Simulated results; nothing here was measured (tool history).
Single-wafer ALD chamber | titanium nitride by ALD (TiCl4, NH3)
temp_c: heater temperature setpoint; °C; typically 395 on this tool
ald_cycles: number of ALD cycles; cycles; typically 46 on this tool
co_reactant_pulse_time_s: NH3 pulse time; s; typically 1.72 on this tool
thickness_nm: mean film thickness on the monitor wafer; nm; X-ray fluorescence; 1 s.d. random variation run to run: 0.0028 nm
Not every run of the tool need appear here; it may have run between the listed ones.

run     day  temp_c  ald_cycles  co_reactant_pulse_time_s  wafers since the last listed run  hours since the last thermocouple change  hours since the showerhead was replaced  hours since the gauge calibration  read-back reference wafer on the same gauge, thickness_nm  thickness_nm
  1   0.000     395          46                      1.72                                 0                                     412.2                                   4295.0                               48.8                                                      1.061         1.055
  2   1.738     395          46                      1.72                               127                                     453.9                                   4336.7                               90.5                                                      1.062         1.050
  3   6.225     395          46                      1.72                               329                                     561.6                                   4444.4                              198.2                                                      1.062         1.052
  4   7.725     389          46                      1.72                               110                                     597.6                                   4480.4                              234.2                                                      1.060         1.049
  5  11.196     389          46                      1.72                               254                                     680.9                                   4563.7                              317.5                                                      1.060         1.046
  6  12.879     389          46                      1.72                               123                                     721.3                                   4604.1                              357.9                                                      1.060         1.045
  7  15.629     395          46                      1.72                               201                                     787.3                                   4670.1                              423.9                                                      1.060         1.047
  8  19.904     395          46                      1.72                               313                                     889.9                                   4772.7                              526.5                                                      1.057         1.045
     20.271  -- thermocouple changed; heater temperature recalibrated
  9  24.096     395          46                      1.72                               283                                      91.8                                   4873.3                              627.1                                                      1.054         1.050
 10  34.892     395          46                      1.72                               791                                     350.9                                   5132.4                              886.2                                                      1.046         1.039
 11  37.796     395          46                      1.72                               213                                     420.6                                   5202.1                              955.9                                                      1.045         1.038
 12  39.321     395          46                      1.72                               111                                     457.2                                   5238.7                              992.5                                                      1.044         1.037
 13  43.050     395          46                      1.72                               273                                     546.7                                   5328.2                             1082.0                                                      1.040         1.029
     43.846  -- gauge calibrated
 14  44.704     395          46                      1.72                               121                                     586.4                                   5367.9                               20.6                                                      1.060         1.061
 15  47.717     395          46                      1.72                               220                                     658.7                                   5440.2                               92.9                                                      1.060         1.057
 16  49.862     399          53                      1.06                               157                                     710.2                                   5491.7                              144.4                                                      1.059         1.192
 17  54.300     389          53                      1.72                               325                                     816.7                                   5598.2                              250.9                                                      1.059         1.208
     57.362  -- showerhead replaced
 18  57.383     395          46                      1.72                               201                                     890.7                                      0.5                              324.9                                                      1.058         1.050
 19  58.675     404          55                      2.40                                94                                     921.7                                     31.5                              355.9                                                      1.058         1.276
     62.525  -- thermocouple changed; heater temperature recalibrated
 20  62.679     395          51                      1.20                               269                                       3.7                                    127.6                              452.0                                                      1.056         1.144
 21  67.058     386          53                      1.72                               321                                     108.8                                    232.7                              557.1                                                      1.054         1.193
 22  73.596     385          54                      2.12                               479                                     265.7                                    389.6                              714.0                                                      1.051         1.225
 23  75.433     400          41                      2.37                               134                                     309.8                                    433.7                              758.1                                                      1.049         0.944
 24  79.358     400          38                      1.72                               287                                     404.0                                    527.9                              852.3                                                      1.047         0.865
 25  82.925     395          53                      2.27                               261                                     489.6                                    613.5                              937.9                                                      1.044         1.205
     85.312  -- gauge calibrated
 26  85.625     395          42                      1.72                               198                                     554.4                                    678.3                                7.5                                                      1.061         0.967

3 ways to go on from here, each from the tool as it stands after run 26. What would each give?
  A  85.646     409          46                      1.72                                 1                                     554.9                                    678.8                                8.0                                                          ?             ?
  B  85.646     410          46                      1.72                                 1                                     554.9                                    678.8                                8.0                                                          ?             ?
  C  85.646     383          49                      1.89                                 1                                     554.9                                    678.8                                8.0                                                          ?             ?

run  read-back reference wafer on the same gauge, thickness_nm  thickness_nm
  A                                                      1.060         1.067
  B                                                      1.060         1.067
  C                                                      1.060         1.114
Had the tool no hidden state, the same runs would have come out as:
run  thickness_nm
  A         1.066
  B         1.066
  C         1.113
